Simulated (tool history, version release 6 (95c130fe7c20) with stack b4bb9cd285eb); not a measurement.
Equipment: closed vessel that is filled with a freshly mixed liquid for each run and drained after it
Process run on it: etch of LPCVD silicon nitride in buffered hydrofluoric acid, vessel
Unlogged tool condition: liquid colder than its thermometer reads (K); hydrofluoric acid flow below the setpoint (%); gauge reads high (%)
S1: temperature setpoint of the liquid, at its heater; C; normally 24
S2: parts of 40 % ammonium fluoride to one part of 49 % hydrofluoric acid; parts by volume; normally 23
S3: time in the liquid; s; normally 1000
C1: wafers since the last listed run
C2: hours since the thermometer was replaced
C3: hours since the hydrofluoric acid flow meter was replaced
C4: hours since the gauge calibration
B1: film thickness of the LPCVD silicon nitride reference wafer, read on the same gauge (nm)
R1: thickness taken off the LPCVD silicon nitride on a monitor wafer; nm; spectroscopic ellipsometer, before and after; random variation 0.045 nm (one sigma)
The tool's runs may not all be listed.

run 1 hour=0 | S1=21 S2=23 S3=1000 | C1=0 C2=2167.4 C3=456.9 C4=1185.3 | B1=90 | R1=4.99
run 2 hour=64.1 | S1=21 S2=23 S3=1000 | C1=4058 C2=2231.5 C3=521 C4=1249.4 | B1=90.02 | R1=4.99
run 3 hour=135.6 | S1=25.5 S2=23 S3=860 | C1=4527 C2=2303 C3=592.5 C4=1320.9 | B1=90.02 | R1=5.49
run 4 hour=179.2 | S1=21 S2=23 S3=665 | C1=2760 C2=2346.6 C3=636.1 C4=1364.5 | B1=90.04 | R1=3.33
run 5 hour=266 | S1=20.5 S2=23 S3=1000 | C1=5495 C2=2433.4 C3=722.9 C4=1451.3 | B1=89.98 | R1=4.82
run 6 hour=341 | S1=20.5 S2=23 S3=1000 | C1=4748 C2=2508.4 C3=797.9 C4=1526.3 | B1=89.99 | R1=4.78
-- hour=381 gauge calibrated
run 7 hour=406.5 | S1=20.5 S2=23 S3=1000 | C1=4147 C2=2573.9 C3=863.4 C4=25.5 | B1=90 | R1=4.86
run 8 hour=484 | S1=24 S2=23 S3=1000 | C1=4907 C2=2651.4 C3=940.9 C4=103 | B1=90.02 | R1=5.8
-- hour=513.9 thermometer replaced
run 9 hour=679.5 | S1=24 S2=23 S3=1000 | C1=12315 C2=165.6 C3=1136.4 C4=298.5 | B1=90.01 | R1=6.45
run 10 hour=742.5 | S1=24 S2=23 S3=1285 | C1=3989 C2=228.6 C3=1199.4 C4=361.5 | B1=89.98 | R1=8.17
run 11 hour=796.7 | S1=24 S2=14.5 S3=1270 | C1=3431 C2=282.8 C3=1253.6 C4=415.7 | B1=89.99 | R1=12.2
run 12 hour=842.1 | S1=24 S2=23 S3=1155 | C1=2874 C2=328.2 C3=1299 C4=461.1 | B1=90 | R1=7.39
-- hour=927.1 hydrofluoric acid flow meter replaced
run 13 hour=945.2 | S1=20.5 S2=23 S3=740 | C1=6464 C2=431.3 C3=18.1 C4=564.2 | B1=89.98 | R1=3.86
run 14 hour=1001.7 | S1=24 S2=23 S3=1000 | C1=3577 C2=487.8 C3=74.6 C4=620.7 | B1=90.03 | R1=6.33
run 15 hour=1040.8 | S1=28.5 S2=23 S3=755 | C1=2475 C2=526.9 C3=113.7 C4=659.8 | B1=89.98 | R1=6.18
run 16 hour=1133 | S1=21 S2=18.5 S3=635 | C1=5837 C2=619.1 C3=205.9 C4=752 | B1=89.97 | R1=4.06
run 17 hour=1184.7 | S1=24 S2=30 S3=585 | C1=3273 C2=670.8 C3=257.6 C4=803.7 | B1=90 | R1=3.13

A few steps of R1 between consecutive runs. Split each: what settings, incoming material and random variation would produce without the hidden state, and what is left over for the hidden state, along with gauge scatter present in only one of the two compared results (measured, and without hidden state):
Run 8 -> 9: thermometer replaced. R1 +0.65 nm: hidden state +0.55, all else +0.1.
Run 11 -> 12: S2 14.5 -> 23, S3 1270 -> 1155. R1 -4.81 nm: hidden state +0.03, all else -4.84.

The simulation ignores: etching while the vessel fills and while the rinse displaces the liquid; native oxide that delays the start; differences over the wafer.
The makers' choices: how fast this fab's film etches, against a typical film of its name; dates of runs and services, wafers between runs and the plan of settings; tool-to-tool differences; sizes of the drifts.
